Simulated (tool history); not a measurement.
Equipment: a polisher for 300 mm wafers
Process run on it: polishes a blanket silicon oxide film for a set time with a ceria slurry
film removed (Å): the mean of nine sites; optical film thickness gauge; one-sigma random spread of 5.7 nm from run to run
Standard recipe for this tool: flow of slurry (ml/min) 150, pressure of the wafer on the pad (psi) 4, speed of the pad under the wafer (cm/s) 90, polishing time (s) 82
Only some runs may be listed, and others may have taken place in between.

run,hour,flow of slurry (ml/min),pressure of the wafer on the pad (psi),speed of the pad under the wafer (cm/s),polishing time (s),wafers since the last listed run,wafers polished on this pad,hours since the slurry nozzle was cleaned,hours since the head pressure was calibrated,"incoming thickness of the incoming film, nm",film removed (Å)
1,0,150,4,90,82,0,463,114.3,278.1,1408.2,4318
# hour 38.9: worn pad replaced by a new one
2,39.4,150,4,90,82,339,5,153.7,317.5,1390.9,4313
3,41.7,150,4,90,82,22,27,156,319.8,1387.9,4306
4,79.8,150,4,90,90,365,392,194.1,357.9,1389.7,4639
5,90.4,150,4,90,82,101,494,204.7,368.5,1393.5,4191
6,138.5,150,4,90,82,461,955,252.8,416.6,1427.7,4217
# hour 144.5: worn pad replaced by a new one
7,174.9,150,4,90,82,310,291,289.2,453,1402.7,4262
8,183.7,150,4,90,82,84,376,298,461.8,1407.8,4153
9,192.7,150,4,90,82,86,462,307,470.8,1373,4175
10,203.8,110,4,106,82,106,569,318.1,481.9,1408,4612
11,212,150,2.8,90,82,78,647,326.3,490.1,1409.5,2945
# hour 222.2: slurry nozzle cleaned
12,225.8,150,4,90,82,122,770,3.6,503.9,1390.9,4173

Forecast run 13:
# hour 229.8: head pressure recalibrated
13,237.6,150,4,90,102,94,864,15.4,7.8,1398.3,?

film removed (Å): 5929
Minus the tool's unlogged condition, the same run would have read film removed (Å) 5847.

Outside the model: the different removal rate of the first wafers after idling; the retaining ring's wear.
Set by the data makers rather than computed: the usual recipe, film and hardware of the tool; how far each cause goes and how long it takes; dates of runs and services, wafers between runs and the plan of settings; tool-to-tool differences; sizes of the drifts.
